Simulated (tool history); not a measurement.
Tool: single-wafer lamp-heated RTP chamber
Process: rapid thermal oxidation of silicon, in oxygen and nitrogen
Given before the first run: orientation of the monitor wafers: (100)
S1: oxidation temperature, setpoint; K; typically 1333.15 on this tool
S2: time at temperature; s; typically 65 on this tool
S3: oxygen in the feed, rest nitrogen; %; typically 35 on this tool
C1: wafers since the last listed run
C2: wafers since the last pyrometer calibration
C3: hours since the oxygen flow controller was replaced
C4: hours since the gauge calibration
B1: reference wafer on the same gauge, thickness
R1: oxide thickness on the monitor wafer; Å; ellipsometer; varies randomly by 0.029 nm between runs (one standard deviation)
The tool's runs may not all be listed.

run 1 hour=0.0 | S1=1333.15 S2=65 S3=35 | C1=0 C2=4701 C3=3907.0 C4=526.4 | B1=5.746 | R1=64.72
-- hour=61.0 pyrometer window cleaned and pyrometer calibrated
run 2 hour=61.5 | S1=1333.15 S2=49 S3=50 | C1=730 C2=6 C3=3968.5 C4=587.9 | B1=5.754 | R1=63.22
run 3 hour=82.1 | S1=1333.15 S2=49 S3=50 | C1=281 C2=287 C3=3989.1 C4=608.5 | B1=5.742 | R1=63.65
run 4 hour=110.7 | S1=1333.15 S2=49 S3=50 | C1=390 C2=678 C3=4017.7 C4=637.1 | B1=5.748 | R1=63.88
run 5 hour=138.5 | S1=1333.15 S2=65 S3=35 | C1=379 C2=1057 C3=4045.5 C4=664.9 | B1=5.747 | R1=63.79
-- hour=150.6 gauge calibrated
run 6 hour=193.3 | S1=1333.15 S2=65 S3=35 | C1=748 C2=1805 C3=4100.3 C4=42.7 | B1=5.748 | R1=63.92
run 7 hour=243.7 | S1=1333.15 S2=65 S3=35 | C1=688 C2=2493 C3=4150.7 C4=93.1 | B1=5.750 | R1=64.08
run 8 hour=310.0 | S1=1333.15 S2=65 S3=35 | C1=905 C2=3398 C3=4217.0 C4=159.4 | B1=5.750 | R1=64.25
run 9 hour=353.0 | S1=1326.15 S2=80 S3=35 | C1=587 C2=3985 C3=4260.0 C4=202.4 | B1=5.741 | R1=67.65
-- hour=400.1 pyrometer window cleaned and pyrometer calibrated
run 10 hour=555.0 | S1=1326.15 S2=80 S3=35 | C1=2648 C2=2114 C3=4462.0 C4=404.4 | B1=5.750 | R1=69.14
run 11 hour=598.3 | S1=1333.15 S2=93 S3=35 | C1=591 C2=2705 C3=4505.3 C4=447.7 | B1=5.757 | R1=77.55
-- hour=626.2 pyrometer window cleaned and pyrometer calibrated, repeated, since the last time left the tool worse
run 12 hour=655.6 | S1=1351.15 S2=36 S3=63 | C1=673 C2=400 C3=4562.6 C4=505.0 | B1=5.749 | R1=68.30
-- hour=682.8 oxygen flow controller replaced
run 13 hour=699.8 | S1=1333.15 S2=93 S3=35 | C1=494 C2=894 C3=17.0 C4=549.2 | B1=5.747 | R1=75.02
run 14 hour=762.3 | S1=1355.15 S2=65 S3=35 | C1=853 C2=1748 C3=79.5 C4=611.7 | B1=5.746 | R1=74.22
-- hour=767.8 gauge calibrated
run 15 hour=788.8 | S1=1354.15 S2=77 S3=45 | C1=361 C2=2109 C3=106.0 C4=21.0 | B1=5.757 | R1=86.30
run 16 hour=852.9 | S1=1347.15 S2=91 S3=56 | C1=875 C2=2984 C3=170.1 C4=85.1 | B1=5.754 | R1=95.64
run 17 hour=889.8 | S1=1333.15 S2=65 S3=35 | C1=503 C2=3488 C3=207.0 C4=122.0 | B1=5.746 | R1=64.24
run 18 hour=925.2 | S1=1333.15 S2=46 S3=35 | C1=483 C2=3971 C3=242.4 C4=157.4 | B1=5.750 | R1=55.55
run 19 hour=990.2 | S1=1333.15 S2=65 S3=35 | C1=887 C2=4859 C3=307.4 C4=222.4 | B1=5.751 | R1=64.96

Forecast run 20:
run 20 hour=1018.6 | S1=1333.15 S2=65 S3=35 | C1=387 C2=5246 C3=335.8 C4=250.8 | B1=? | R1=?

{"run 20": {"B1": 5.751, "R1": 64.9}}
The same run, on a tool lacking any hidden state, would have yielded R1 63.37 Å.
